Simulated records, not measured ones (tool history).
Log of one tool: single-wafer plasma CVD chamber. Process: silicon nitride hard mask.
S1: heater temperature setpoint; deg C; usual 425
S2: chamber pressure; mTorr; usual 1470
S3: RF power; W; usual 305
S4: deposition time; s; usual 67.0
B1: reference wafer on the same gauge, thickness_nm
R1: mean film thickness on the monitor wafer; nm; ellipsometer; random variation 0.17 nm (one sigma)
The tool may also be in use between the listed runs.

| run | hour | S1 | S2 | S3 | S4 | B1 | R1 |
|---|---|---|---|---|---|---|---|
| 1 | 0.0 | 425 | 1470 | 275 | 67.0 | 67.422 | 71.603 |
| 2 | 42.2 | 425 | 1470 | 275 | 67.0 | 67.445 | 71.406 |
| 3 | 99.6 | 425 | 1470 | 305 | 67.0 | 67.441 | 75.419 |
| 4 | 183.2 | 425 | 1470 | 305 | 67.0 | 67.407 | 75.477 |
| 5 | 225.6 | 425 | 1470 | 305 | 67.0 | 67.395 | 75.413 |
| 6 | 362.9 | 425 | 1470 | 305 | 67.0 | 67.422 | 74.940 |
| 7 | 432.8 | 425 | 1470 | 305 | 67.0 | 67.398 | 75.303 |
| 8 | 517.6 | 425 | 1470 | 305 | 67.0 | 67.392 | 75.100 |
| 9 | 609.1 | 425 | 1470 | 275 | 74.4 | 67.383 | 78.639 |
|  | 655.7 | RF generator calibrated |
| 10 | 656.2 | 425 | 1470 | 275 | 74.4 | 67.427 | 80.739 |
| 11 | 715.8 | 414 | 1470 | 305 | 67.0 | 67.364 | 76.890 |
| 12 | 774.5 | 425 | 1470 | 305 | 67.0 | 67.445 | 76.032 |
|  | 781.9 | gauge calibrated |
|  | 832.7 | capacitance manometer re-zeroed and calibrated |
| 13 | 862.7 | 425 | 1770 | 320 | 67.0 | 67.409 | 82.237 |
|  | 925.0 | thermocouple changed; heater temperature recalibrated |
| 14 | 952.1 | 425 | 1470 | 335 | 67.0 | 67.405 | 78.578 |
| 15 | 1016.5 | 425 | 1470 | 285 | 80.3 | 67.443 | 86.516 |
| 16 | 1120.8 | 425 | 1750 | 345 | 67.0 | 67.425 | 85.139 |
|  | 1147.2 | showerhead replaced |
| 17 | 1206.3 | 425 | 1730 | 305 | 67.0 | 67.408 | 79.356 |
| 18 | 1275.6 | 431 | 1230 | 265 | 76.1 | 67.354 | 72.722 |
| 19 | 1348.0 | 419 | 1370 | 255 | 55.6 | 67.390 | 54.848 |
| 20 | 1436.6 | 438 | 1280 | 305 | 67.0 | 67.417 | 70.287 |
| 21 | 1509.2 | 425 | 1210 | 305 | 67.0 | 67.429 | 69.365 |
|  | 1521.7 | RF generator calibrated |
| 22 | 1575.3 | 425 | 1470 | 275 | 67.0 | 67.405 | 72.362 |
| 23 | 1641.4 | 425 | 1240 | 305 | 73.7 | 67.385 | 77.943 |
| 24 | 1715.4 | 425 | 1470 | 305 | 67.0 | 67.400 | 76.118 |
|  | 1783.9 | capacitance manometer re-zeroed and calibrated |
| 25 | 1798.0 | 412 | 1350 | 255 | 67.0 | 67.342 | 65.731 |
| 26 | 1838.3 | 440 | 1470 | 305 | 59.4 | 67.463 | 65.669 |
| 27 | 1913.3 | 431 | 1700 | 360 | 67.0 | 67.406 | 85.817 |
| 28 | 1988.3 | 437 | 1570 | 305 | 77.6 | 67.435 | 88.089 |

Forecast each of these 4 alternatives for the next run:
| A | 1988.7 | 425 | 1250 | 305 | 67.0 | ? | ? |
| B | 1988.7 | 425 | 1470 | 360 | 67.0 | ? | ? |
| C | 1988.7 | 425 | 1470 | 260 | 67.0 | ? | ? |
| D | 1988.7 | 419 | 1250 | 290 | 70.9 | ? | ? |

| run | B1 | R1 |
|---|---|---|
| A | 67.397 | 70.152 |
| B | 67.397 | 82.020 |
| C | 67.397 | 68.660 |
| D | 67.397 | 72.421 |
Without the tool's hidden state the same runs would have given:
| run | R1 |
|---|---|
| A | 71.204 |
| B | 83.169 |
| C | 69.796 |
| D | 73.533 |
